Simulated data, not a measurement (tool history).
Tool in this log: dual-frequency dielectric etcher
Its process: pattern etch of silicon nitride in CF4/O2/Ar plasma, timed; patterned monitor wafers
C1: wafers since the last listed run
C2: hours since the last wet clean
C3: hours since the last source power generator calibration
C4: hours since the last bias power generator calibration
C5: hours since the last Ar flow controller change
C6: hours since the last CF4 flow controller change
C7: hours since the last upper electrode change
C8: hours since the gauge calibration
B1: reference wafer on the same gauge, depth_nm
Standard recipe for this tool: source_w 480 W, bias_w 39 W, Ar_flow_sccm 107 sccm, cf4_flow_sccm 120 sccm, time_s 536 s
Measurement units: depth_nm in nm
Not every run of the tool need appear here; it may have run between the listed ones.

{"run": 1, "hour": 0.0, "source_w": 480, "bias_w": 39, "Ar_flow_sccm": 107, "cf4_flow_sccm": 120, "time_s": 536, "C1": 0, "C2": 5.5, "C3": 4566.3, "C4": 9.6, "C5": 9, "C6": 0.5, "C7": 12.8, "C8": 204.7, "B1": 915.2, "depth_nm": 1033.2}
{"run": 2, "hour": 0.4, "source_w": 480, "bias_w": 39, "Ar_flow_sccm": 107, "cf4_flow_sccm": 120, "time_s": 489, "C1": 1, "C2": 5.9, "C3": 4566.7, "C4": 10, "C5": 9.4, "C6": 0.9, "C7": 13.2, "C8": 205.1, "B1": 916, "depth_nm": 942.4}
{"run": 3, "hour": 0.9, "source_w": 480, "bias_w": 39, "Ar_flow_sccm": 107, "cf4_flow_sccm": 120, "time_s": 489, "C1": 1, "C2": 6.4, "C3": 4567.2, "C4": 10.5, "C5": 9.9, "C6": 1.4, "C7": 13.7, "C8": 205.6, "B1": 916.1, "depth_nm": 943.8}
{"run": 4, "hour": 1.4, "source_w": 480, "bias_w": 39, "Ar_flow_sccm": 107, "cf4_flow_sccm": 120, "time_s": 536, "C1": 1, "C2": 6.9, "C3": 4567.7, "C4": 11, "C5": 10.4, "C6": 1.9, "C7": 14.2, "C8": 206.1, "B1": 916.2, "depth_nm": 1031.2}
{"hour": 5.4, "done": "source power generator calibrated"}
{"run": 5, "hour": 5.9, "source_w": 480, "bias_w": 39, "Ar_flow_sccm": 107, "cf4_flow_sccm": 120, "time_s": 536, "C1": 1, "C2": 11.4, "C3": 0.5, "C4": 15.5, "C5": 14.9, "C6": 6.4, "C7": 18.7, "C8": 210.6, "B1": 916.2, "depth_nm": 993.1}
{"run": 6, "hour": 14.1, "source_w": 480, "bias_w": 39, "Ar_flow_sccm": 107, "cf4_flow_sccm": 120, "time_s": 536, "C1": 24, "C2": 19.6, "C3": 8.7, "C4": 23.7, "C5": 23.1, "C6": 14.6, "C7": 26.9, "C8": 218.8, "B1": 915.7, "depth_nm": 994}
{"run": 7, "hour": 50.7, "source_w": 480, "bias_w": 39, "Ar_flow_sccm": 107, "cf4_flow_sccm": 120, "time_s": 536, "C1": 111, "C2": 56.2, "C3": 45.3, "C4": 60.3, "C5": 59.7, "C6": 51.2, "C7": 63.5, "C8": 255.4, "B1": 915.8, "depth_nm": 993.8}
{"run": 8, "hour": 62.0, "source_w": 480, "bias_w": 32, "Ar_flow_sccm": 107, "cf4_flow_sccm": 120, "time_s": 536, "C1": 34, "C2": 67.5, "C3": 56.6, "C4": 71.6, "C5": 71, "C6": 62.5, "C7": 74.8, "C8": 266.7, "B1": 916.3, "depth_nm": 952}
{"run": 9, "hour": 76.1, "source_w": 480, "bias_w": 39, "Ar_flow_sccm": 107, "cf4_flow_sccm": 108, "time_s": 664.5, "C1": 42, "C2": 81.6, "C3": 70.7, "C4": 85.7, "C5": 85.1, "C6": 76.6, "C7": 88.9, "C8": 280.8, "B1": 916, "depth_nm": 1220.4}
{"run": 10, "hour": 93.4, "source_w": 480, "bias_w": 35, "Ar_flow_sccm": 118, "cf4_flow_sccm": 94, "time_s": 536, "C1": 52, "C2": 98.9, "C3": 88, "C4": 103, "C5": 102.4, "C6": 93.9, "C7": 106.2, "C8": 298.1, "B1": 916, "depth_nm": 928.2}
{"run": 11, "hour": 99.5, "source_w": 480, "bias_w": 49, "Ar_flow_sccm": 107, "cf4_flow_sccm": 120, "time_s": 536, "C1": 18, "C2": 105, "C3": 94.1, "C4": 109.1, "C5": 108.5, "C6": 100, "C7": 112.3, "C8": 304.2, "B1": 915.6, "depth_nm": 1056.3}
{"run": 12, "hour": 109.3, "source_w": 400, "bias_w": 45, "Ar_flow_sccm": 115, "cf4_flow_sccm": 120, "time_s": 536, "C1": 29, "C2": 114.8, "C3": 103.9, "C4": 118.9, "C5": 118.3, "C6": 109.8, "C7": 122.1, "C8": 314, "B1": 915.7, "depth_nm": 840.7}
{"run": 13, "hour": 125.4, "source_w": 480, "bias_w": 39, "Ar_flow_sccm": 107, "cf4_flow_sccm": 98, "time_s": 536, "C1": 49, "C2": 130.9, "C3": 120, "C4": 135, "C5": 134.4, "C6": 125.9, "C7": 138.2, "C8": 330.1, "B1": 916.2, "depth_nm": 973.3}
{"run": 14, "hour": 143.3, "source_w": 590, "bias_w": 39, "Ar_flow_sccm": 128, "cf4_flow_sccm": 120, "time_s": 536, "C1": 54, "C2": 148.8, "C3": 137.9, "C4": 152.9, "C5": 152.3, "C6": 143.8, "C7": 156.1, "C8": 348, "B1": 915.7, "depth_nm": 1206.7}
{"run": 15, "hour": 154.7, "source_w": 480, "bias_w": 32, "Ar_flow_sccm": 128, "cf4_flow_sccm": 142, "time_s": 536, "C1": 34, "C2": 160.2, "C3": 149.3, "C4": 164.3, "C5": 163.7, "C6": 155.2, "C7": 167.5, "C8": 359.4, "B1": 916, "depth_nm": 952.1}
{"hour": 180.1, "done": "gauge calibrated"}
{"run": 16, "hour": 201.5, "source_w": 480, "bias_w": 39, "Ar_flow_sccm": 107, "cf4_flow_sccm": 120, "time_s": 536, "C1": 142, "C2": 207, "C3": 196.1, "C4": 211.1, "C5": 210.5, "C6": 202, "C7": 214.3, "C8": 21.4, "B1": 915.7, "depth_nm": 1003.4}
{"run": 17, "hour": 211.4, "source_w": 480, "bias_w": 48, "Ar_flow_sccm": 114, "cf4_flow_sccm": 120, "time_s": 597.5, "C1": 30, "C2": 216.9, "C3": 206, "C4": 221, "C5": 220.4, "C6": 211.9, "C7": 224.2, "C8": 31.3, "B1": 916.2, "depth_nm": 1165.5}
{"run": 18, "hour": 228.9, "source_w": 480, "bias_w": 39, "Ar_flow_sccm": 107, "cf4_flow_sccm": 120, "time_s": 536, "C1": 53, "C2": 234.4, "C3": 223.5, "C4": 238.5, "C5": 237.9, "C6": 229.4, "C7": 241.7, "C8": 48.8, "B1": 916, "depth_nm": 1006.2}
{"run": 19, "hour": 237.1, "source_w": 480, "bias_w": 39, "Ar_flow_sccm": 107, "cf4_flow_sccm": 120, "time_s": 536, "C1": 24, "C2": 242.6, "C3": 231.7, "C4": 246.7, "C5": 246.1, "C6": 237.6, "C7": 249.9, "C8": 57, "B1": 915.6, "depth_nm": 1005.3}
{"run": 20, "hour": 247.3, "source_w": 480, "bias_w": 39, "Ar_flow_sccm": 107, "cf4_flow_sccm": 120, "time_s": 622, "C1": 31, "C2": 252.8, "C3": 241.9, "C4": 256.9, "C5": 256.3, "C6": 247.8, "C7": 260.1, "C8": 67.2, "B1": 916.2, "depth_nm": 1166.1}
{"run": 21, "hour": 259.1, "source_w": 480, "bias_w": 39, "Ar_flow_sccm": 122, "cf4_flow_sccm": 120, "time_s": 536, "C1": 35, "C2": 264.6, "C3": 253.7, "C4": 268.7, "C5": 268.1, "C6": 259.6, "C7": 271.9, "C8": 79, "B1": 915.9, "depth_nm": 988.3}
{"run": 22, "hour": 269.9, "source_w": 480, "bias_w": 45, "Ar_flow_sccm": 107, "cf4_flow_sccm": 120, "time_s": 536, "C1": 32, "C2": 275.4, "C3": 264.5, "C4": 279.5, "C5": 278.9, "C6": 270.4, "C7": 282.7, "C8": 89.8, "B1": 916.1, "depth_nm": 1045.7}

Predict each of these 3 candidate next runs independently; none follows another, all start after run 22:
{"run": "A", "hour": 270.5, "source_w": 480, "bias_w": 39, "Ar_flow_sccm": 121, "cf4_flow_sccm": 120, "time_s": 536, "C1": 1, "C2": 276, "C3": 265.1, "C4": 280.1, "C5": 279.5, "C6": 271, "C7": 283.3, "C8": 90.4, "B1": "?", "depth_nm": "?"}
{"run": "B", "hour": 270.5, "source_w": 480, "bias_w": 49, "Ar_flow_sccm": 118, "cf4_flow_sccm": 109, "time_s": 480, "C1": 1, "C2": 276, "C3": 265.1, "C4": 280.1, "C5": 279.5, "C6": 271, "C7": 283.3, "C8": 90.4, "B1": "?", "depth_nm": "?"}
{"run": "C", "hour": 270.5, "source_w": 480, "bias_w": 39, "Ar_flow_sccm": 107, "cf4_flow_sccm": 93, "time_s": 536, "C1": 1, "C2": 276, "C3": 265.1, "C4": 280.1, "C5": 279.5, "C6": 271, "C7": 283.3, "C8": 90.4, "B1": "?", "depth_nm": "?"}

run=A B1=916 depth_nm=989.3
run=B B1=916 depth_nm=930.8
run=C B1=916 depth_nm=975.7
Stripped of hidden state, with their random variation kept, the same runs would have yielded:
run=A depth_nm=968.3
run=B depth_nm=911.1
run=C depth_nm=955
